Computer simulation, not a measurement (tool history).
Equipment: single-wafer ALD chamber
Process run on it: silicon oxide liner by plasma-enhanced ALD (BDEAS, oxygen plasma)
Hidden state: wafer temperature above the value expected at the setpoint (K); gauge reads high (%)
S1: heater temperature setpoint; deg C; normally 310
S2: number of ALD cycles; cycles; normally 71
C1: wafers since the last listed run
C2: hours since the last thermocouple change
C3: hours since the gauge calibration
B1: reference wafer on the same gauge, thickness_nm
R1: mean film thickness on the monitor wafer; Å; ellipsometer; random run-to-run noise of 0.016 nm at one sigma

Run 1, hour 0.0: usual settings but S2 74 cycles; C1 0; C2 409.1; C3 218.6; B1 5.220. Result: R1 66.53 Å.
Run 2, hour 61.4: usual settings but S1 304 deg C; C1 329; C2 470.5; C3 280.0; B1 5.216. Result: R1 64.11 Å.
Run 3, hour 161.7: usual settings but S1 304 deg C; C1 538; C2 570.8; C3 380.3; B1 5.213. Result: R1 63.72 Å.
Run 4, hour 211.2: usual settings but S1 304 deg C; C1 265; C2 620.3; C3 429.8; B1 5.204. Result: R1 64.00 Å.
Run 5, hour 534.7: usual settings; C1 1737; C2 943.8; C3 753.3; B1 5.195. Result: R1 63.14 Å.
Run 6, hour 739.6: usual settings; C1 1100; C2 1148.7; C3 958.2; B1 5.181. Result: R1 63.35 Å.
Run 7, hour 829.4: usual settings; C1 482; C2 1238.5; C3 1048.0; B1 5.182. Result: R1 63.09 Å.
Run 8, hour 901.3: usual settings but S1 315 deg C, S2 61 cycles; C1 386; C2 1310.4; C3 1119.9; B1 5.177. Result: R1 54.10 Å.
Run 9, hour 996.4: usual settings but S1 315 deg C, S2 61 cycles; C1 510; C2 1405.5; C3 1215.0; B1 5.174. Result: R1 53.74 Å.
Run 10, hour 1229.8: usual settings but S1 319 deg C; C1 1253; C2 1638.9; C3 1448.4; B1 5.164. Result: R1 62.27 Å.
Run 11, hour 1311.7: usual settings; C1 440; C2 1720.8; C3 1530.3; B1 5.158. Result: R1 63.26 Å.
Run 12, hour 1376.1: usual settings; C1 345; C2 1785.2; C3 1594.7; B1 5.154. Result: R1 62.92 Å.
Run 13, hour 1473.1: usual settings; C1 521; C2 1882.2; C3 1691.7; B1 5.147. Result: R1 62.59 Å.
Run 14, hour 1523.8: usual settings; C1 272; C2 1932.9; C3 1742.4; B1 5.149. Result: R1 62.93 Å.
Run 15, hour 1574.6: usual settings; C1 272; C2 1983.7; C3 1793.2; B1 5.148. Result: R1 62.80 Å.
Run 16, hour 1675.8: usual settings but S2 62 cycles; C1 543; C2 2084.9; C3 1894.4; B1 5.147. Result: R1 54.72 Å.
Run 17, hour 1762.2: usual settings but S2 80 cycles; C1 464; C2 2171.3; C3 1980.8; B1 5.138. Result: R1 70.89 Å.
Run 18, hour 1868.5: usual settings; C1 571; C2 2277.6; C3 2087.1; B1 5.129. Result: R1 62.74 Å.
Run 19, hour 1967.9: usual settings; C1 534; C2 2377.0; C3 2186.5; B1 5.127. Result: R1 62.57 Å.
Run 20, hour 2051.6: usual settings but S2 61 cycles; C1 449; C2 2460.7; C3 2270.2; B1 5.124. Result: R1 53.55 Å.
At hour 2103.8: thermocouple changed; heater temperature recalibrated.
Run 21, hour 2141.7: usual settings; C1 441; C2 37.9; C3 2360.3; B1 5.122. Result: R1 62.68 Å.
At hour 2155.4: gauge calibrated.
Run 22, hour 2224.8: usual settings but S1 320 deg C, S2 62 cycles; C1 446; C2 121.0; C3 69.4; B1 5.233. Result: R1 54.93 Å.
Run 23, hour 2275.9: usual settings but S1 297 deg C, S2 67 cycles; C1 274; C2 172.1; C3 120.5; B1 5.223. Result: R1 61.18 Å.
Run 24, hour 2372.3: usual settings but S2 66 cycles; C1 517; C2 268.5; C3 216.9; B1 5.227. Result: R1 59.06 Å.
Run 25, hour 2429.6: usual settings but S1 318 deg C, S2 82 cycles; C1 307; C2 325.8; C3 274.2; B1 5.220. Result: R1 72.98 Å.
Run 26, hour 2534.7: usual settings but S2 84 cycles; C1 564; C2 430.9; C3 379.3; B1 5.217. Result: R1 75.44 Å.
Run 27, hour 2619.9: usual settings but S1 318 deg C, S2 80 cycles; C1 457; C2 516.1; C3 464.5; B1 5.211. Result: R1 71.26 Å.
Run 28, hour 2694.2: usual settings; C1 399; C2 590.4; C3 538.8; B1 5.206. Result: R1 63.53 Å.
Run 29, hour 2738.2: usual settings but S1 299 deg C, S2 60 cycles; C1 236; C2 634.4; C3 582.8; B1 5.206. Result: R1 54.20 Å.
Run 30, hour 2829.0: usual settings but S1 317 deg C, S2 60 cycles; C1 487; C2 725.2; C3 673.6; B1 5.196. Result: R1 53.12 Å.

4 options for the next run, each taken on its own from the tool as it stands now. Forecast them:
Run A, hour 2829.5: usual settings but S1 317 deg C; C1 2; C2 725.7; C3 674.1; B1 ?. Result: R1 ?.
Run B, hour 2829.5: usual settings but S1 305 deg C; C1 2; C2 725.7; C3 674.1; B1 ?. Result: R1 ?.
Run C, hour 2829.5: usual settings but S1 321 deg C, S2 85 cycles; C1 2; C2 725.7; C3 674.1; B1 ?. Result: R1 ?.
Run D, hour 2829.5: usual settings but S2 67 cycles; C1 2; C2 725.7; C3 674.1; B1 ?. Result: R1 ?.

run     B1     R1
  A  5.204  63.00
  B  5.204  63.95
  C  5.204  75.04
  D  5.204  59.97
With the hidden condition removed and each run's random variation left untouched, the same runs would have given:
run     R1
  A  63.33
  B  64.28
  C  75.43
  D  60.29

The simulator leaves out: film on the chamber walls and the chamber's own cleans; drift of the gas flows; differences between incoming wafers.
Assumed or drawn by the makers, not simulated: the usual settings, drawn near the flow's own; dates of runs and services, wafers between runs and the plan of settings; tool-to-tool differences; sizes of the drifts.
